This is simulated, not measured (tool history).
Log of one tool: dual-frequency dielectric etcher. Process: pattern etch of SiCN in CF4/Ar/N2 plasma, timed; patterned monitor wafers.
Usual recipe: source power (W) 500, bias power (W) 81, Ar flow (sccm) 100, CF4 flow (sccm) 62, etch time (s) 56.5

run     day  source power (W)  bias power (W)  Ar flow (sccm)  CF4 flow (sccm)  etch time (s)  read-back reference wafer on the same gauge, depth_nm  mean etch depth across the wafer (Å)
  1       0               500              81             114               62           56.5                                                   49.7                                   564
  2   2.792               500              81             114               62           56.5                                                   49.6                                   565
      3.412  -- CF4 flow controller replaced
       5.95  -- source power generator calibrated
      6.792  -- wet clean of the chamber
  3   7.996               500              81             100               62           56.5                                                   49.5                                   573
      8.567  -- Ar flow controller replaced
  4  10.046               420              81             115               71           70.5                                                   49.5                                   656
  5  11.779               500              81             100               62           56.5                                                   49.5                                   575
  6  14.267               450              81             100               49           56.5                                                   49.6                                   505
     14.592  -- bias power generator calibrated
     17.079  -- gauge calibrated
  7  17.121               500              93             111               68           56.5                                                   50.5                                   628
  8  18.838               380              81             100               62           56.5                                                   50.5                                   498
  9  23.458               500              95             100               57           56.5                                                   50.3                                   615
 10  24.833               500              97             109               62           56.5                                                   50.3                                   625
 11  26.308               500              81             100               71             47                                                   50.2                                   499
 12  27.346               500              67              85               53             61                                                   50.2                                   559
     29.196  -- wet clean of the chamber
 13  30.062               500              86             100               56           44.5                                                   50.1                                   461
 14  31.158               500              81              80               62           56.5                                                   50.1                                   597
 15  32.917               500              81             100               74           56.5                                                   50.1                                   603
 16  34.671               500              81             100               62           56.5                                                     50                                   580
 17  37.529               500              81             100               62           56.5                                                     50                                   579
 18  42.846               500              81             100               62           56.5                                                     50                                   578
 19  45.454               500              81             118               67           56.5                                                   49.9                                   578
 20  46.867               500              81             100               62           56.5                                                   49.9                                   579
 21  48.062               450              81             100               62           56.5                                                   49.9                                   542
     50.112  -- wet clean of the chamber
 22  50.133               500              81             100               75           56.5                                                   49.9                                   604

3 ways to go on from here, each from the tool as it stands after run 22. What would each give?
  A  50.15               500              81             100               62           56.5                                                      ?                                     ?
  B  50.15               500              81              83               62           56.5                                                      ?                                     ?
  C  50.15               500              63             100               71           42.5                                                      ?                                     ?

run  read-back reference wafer on the same gauge, depth_nm  mean etch depth across the wafer (Å)
  A                                                   49.9                                   579
  B                                                   49.9                                   592
  C                                                   49.9                                   399
Without the tool's unlogged condition, the same runs would have read:
run  mean etch depth across the wafer (Å)
  A                                   585
  B                                   598
  C                                   403
